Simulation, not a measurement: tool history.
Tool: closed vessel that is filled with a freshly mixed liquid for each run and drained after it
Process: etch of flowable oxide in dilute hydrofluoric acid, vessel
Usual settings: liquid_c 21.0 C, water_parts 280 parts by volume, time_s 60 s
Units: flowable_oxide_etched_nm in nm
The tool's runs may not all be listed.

run,day,liquid_c,water_parts,time_s,wafers since the last listed run,hours since the thermometer was replaced,hours since the hydrofluoric acid flow meter was replaced,hours since the gauge calibration,"read-back film thickness of the flowable oxide reference wafer, read on the same gauge (nm)",flowable_oxide_etched_nm
1,0.000,21.0,280,60,0,48.0,1487.8,377.5,40.00,6.04
2,2.146,21.0,280,60,3858,99.5,1539.3,429.0,40.02,6.01
3,6.554,21.0,280,60,7927,205.3,1645.1,534.8,40.02,5.89
4,10.075,21.0,280,60,6331,289.8,1729.6,619.3,40.00,6.02
5,12.046,21.0,280,60,3544,337.1,1776.9,666.6,40.04,6.06
6,15.812,17.5,185,60,6773,427.5,1867.3,757.0,40.01,8.70
7,19.858,17.5,185,60,7275,524.6,1964.4,854.1,40.02,8.75
# day 21.942: gauge calibrated
8,23.350,17.5,185,60,6279,608.4,2048.2,33.8,39.97,8.83
9,27.638,21.0,280,60,7710,711.3,2151.1,136.7,40.00,6.19
10,29.346,21.0,280,60,3072,752.3,2192.1,177.7,39.98,6.11
# day 30.421: thermometer replaced
# day 37.592: hydrofluoric acid flow meter replaced
11,39.917,17.5,215,60,18859,227.9,55.8,431.4,40.03,6.43
12,41.754,21.0,190,60,3304,272.0,99.9,475.5,40.00,8.66
13,43.850,19.0,315,60,3768,322.3,150.2,525.8,40.01,4.34
14,47.179,21.0,280,60,5986,402.2,230.1,605.7,40.01,5.39
15,49.746,21.0,280,60,4615,463.8,291.7,667.3,40.00,5.43
16,51.329,21.0,280,60,2847,501.8,329.7,705.3,40.01,5.38
17,53.375,21.0,210,30,3679,550.9,378.8,754.4,39.98,3.83
18,55.754,21.0,280,60,4278,608.0,435.9,811.5,40.01,5.56
19,58.704,21.0,340,40,5305,678.8,506.7,882.3,39.99,2.87
# day 59.025: gauge calibrated
20,62.292,22.5,330,60,6451,764.9,592.8,78.4,40.02,4.72
21,64.567,18.0,320,45,4091,819.5,647.4,133.0,40.00,3.16

Measured less the same run without the tool's hidden state. The same run-to-run variation is in both; the gauge's scatter may not be:
The hidden state here: liquid hotter than its thermometer reads (K); hydrofluoric acid flow above the setpoint (%); gauge reads high (%).
run,flowable_oxide_etched_nm
1,+0.61
2,+0.63
3,+0.65
4,+0.69
5,+0.71
6,+1.00
7,+1.04
8,+1.09
9,+0.84
10,+0.84
11,+0.03
12,+0.05
13,+0.04
14,+0.08
15,+0.11
16,+0.12
17,+0.09
18,+0.16
19,+0.10
20,+0.19
21,+0.14

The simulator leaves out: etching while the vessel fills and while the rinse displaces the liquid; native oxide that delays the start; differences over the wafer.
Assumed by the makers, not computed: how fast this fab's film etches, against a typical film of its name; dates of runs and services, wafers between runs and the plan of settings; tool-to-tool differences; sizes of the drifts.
